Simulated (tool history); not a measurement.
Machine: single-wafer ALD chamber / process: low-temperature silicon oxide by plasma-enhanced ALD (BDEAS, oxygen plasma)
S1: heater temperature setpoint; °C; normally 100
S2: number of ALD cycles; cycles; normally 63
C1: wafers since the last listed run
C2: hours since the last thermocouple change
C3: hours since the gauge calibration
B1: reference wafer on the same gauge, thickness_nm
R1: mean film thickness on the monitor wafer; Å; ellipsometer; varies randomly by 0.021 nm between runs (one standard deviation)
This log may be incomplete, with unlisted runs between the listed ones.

| run | day | S1 | S2 | C1 | C2 | C3 | B1 | R1 |
|---|---|---|---|---|---|---|---|---|
| 1 | 0 | 107 | 63 | 0 | 2008.9 | 226.5 | 8.942 | 85.12 |
| 2 | 1.038 | 107 | 63 | 86 | 2033.8 | 251.4 | 8.94 | 85.39 |
| 3 | 1.846 | 107 | 63 | 67 | 2053.2 | 270.8 | 8.939 | 85.3 |
| 4 | 2.383 | 100 | 56 | 44 | 2066.1 | 283.7 | 8.94 | 77.74 |
| 5 | 3.521 | 100 | 63 | 94 | 2093.4 | 311 | 8.938 | 87.6 |
| 6 | 4.375 | 100 | 63 | 70 | 2113.9 | 331.5 | 8.938 | 87.38 |
| 7 | 5.446 | 100 | 63 | 88 | 2139.6 | 357.2 | 8.942 | 87.49 |
| 8 | 6.108 | 100 | 53 | 55 | 2155.5 | 373.1 | 8.939 | 73.44 |
| 9 | 7.396 | 104 | 63 | 106 | 2186.4 | 404 | 8.935 | 85.85 |
| 10 | 8.096 | 104 | 63 | 58 | 2203.2 | 420.8 | 8.941 | 85.79 |
| 11 | 9.125 | 100 | 63 | 85 | 2227.9 | 445.5 | 8.941 | 87.38 |
| 12 | 10.567 | 90 | 63 | 119 | 2262.5 | 480.1 | 8.944 | 90.97 |
|  | 11.279 | gauge calibrated |
| 13 | 11.821 | 90 | 63 | 104 | 2292.6 | 13 | 8.947 | 90.96 |
| 14 | 13.288 | 90 | 63 | 121 | 2327.8 | 48.2 | 8.94 | 90.49 |
| 15 | 14.529 | 105 | 63 | 103 | 2357.6 | 78 | 8.944 | 85.27 |
| 16 | 15.45 | 105 | 63 | 76 | 2379.7 | 100.1 | 8.938 | 85.43 |
| 17 | 16.104 | 105 | 63 | 54 | 2395.4 | 115.8 | 8.941 | 85.96 |
|  | 17.521 | thermocouple changed; heater temperature recalibrated |
| 18 | 17.542 | 109 | 63 | 91 | 0.5 | 150.3 | 8.938 | 83.64 |
| 19 | 18.038 | 109 | 63 | 41 | 12.4 | 162.2 | 8.937 | 83.31 |
| 20 | 19.417 | 100 | 70 | 114 | 45.5 | 195.3 | 8.935 | 94.39 |
| 21 | 20.388 | 110 | 53 | 80 | 68.8 | 218.6 | 8.942 | 70.37 |
| 22 | 21.462 | 114 | 63 | 89 | 94.6 | 244.4 | 8.942 | 83.24 |
| 23 | 22.562 | 100 | 63 | 91 | 121 | 270.8 | 8.942 | 85.23 |
| 24 | 23.296 | 113 | 58 | 60 | 138.6 | 288.4 | 8.938 | 76.62 |
| 25 | 24.1 | 100 | 63 | 66 | 157.9 | 307.7 | 8.939 | 85.42 |
| 26 | 24.629 | 109 | 63 | 43 | 170.6 | 320.4 | 8.945 | 83.6 |
| 27 | 25.542 | 96 | 54 | 75 | 192.5 | 342.3 | 8.943 | 74.64 |
| 28 | 26.467 | 111 | 63 | 76 | 214.7 | 364.5 | 8.947 | 83.25 |
| 29 | 27.108 | 110 | 53 | 53 | 230.1 | 379.9 | 8.936 | 70.6 |
| 30 | 27.692 | 93 | 63 | 48 | 244.1 | 393.9 | 8.944 | 87.86 |
| 31 | 28.808 | 95 | 74 | 92 | 270.9 | 420.7 | 8.941 | 102.47 |
| 32 | 29.442 | 110 | 67 | 52 | 286.1 | 435.9 | 8.946 | 89.35 |
| 33 | 30.038 | 110 | 53 | 49 | 300.4 | 450.2 | 8.943 | 70.71 |
| 34 | 31.312 | 107 | 63 | 105 | 331 | 480.8 | 8.945 | 84.43 |
| 35 | 31.983 | 105 | 55 | 55 | 347.1 | 496.9 | 8.941 | 74.12 |
| 36 | 32.75 | 109 | 72 | 63 | 365.5 | 515.3 | 8.945 | 95.93 |
|  | 34.188 | gauge calibrated |
| 37 | 34.217 | 110 | 63 | 121 | 400.7 | 0.7 | 8.936 | 84.4 |
| 38 | 35.1 | 90 | 63 | 73 | 421.9 | 21.9 | 8.948 | 89.64 |
| 39 | 35.971 | 100 | 63 | 72 | 442.8 | 42.8 | 8.94 | 86.11 |
| 40 | 37.021 | 100 | 72 | 87 | 468 | 68 | 8.935 | 99 |

Hidden state, per run?
gauge reads high (%): 0, the same for each run
H1: wafer temperature above the value expected at the setpoint (K)
| run | H1 |
|---|---|
| 1 | -5.75 |
| 2 | -5.76 |
| 3 | -5.78 |
| 4 | -5.78 |
| 5 | -5.8 |
| 6 | -5.81 |
| 7 | -5.83 |
| 8 | -5.84 |
| 9 | -5.85 |
| 10 | -5.86 |
| 11 | -5.87 |
| 12 | -5.89 |
| 13 | -5.91 |
| 14 | -5.92 |
| 15 | -5.94 |
| 16 | -5.94 |
| 17 | -5.95 |
| 18 | 0.46 |
| 19 | 0.369 |
| 20 | 0.123 |
| 21 | -0.0439 |
| 22 | -0.224 |
| 23 | -0.402 |
| 24 | -0.518 |
| 25 | -0.642 |
| 26 | -0.722 |
| 27 | -0.857 |
| 28 | -0.99 |
| 29 | -1.08 |
| 30 | -1.16 |
| 31 | -1.31 |
| 32 | -1.4 |
| 33 | -1.47 |
| 34 | -1.63 |
| 35 | -1.71 |
| 36 | -1.81 |
| 37 | -1.98 |
| 38 | -2.07 |
| 39 | -2.17 |
| 40 | -2.28 |

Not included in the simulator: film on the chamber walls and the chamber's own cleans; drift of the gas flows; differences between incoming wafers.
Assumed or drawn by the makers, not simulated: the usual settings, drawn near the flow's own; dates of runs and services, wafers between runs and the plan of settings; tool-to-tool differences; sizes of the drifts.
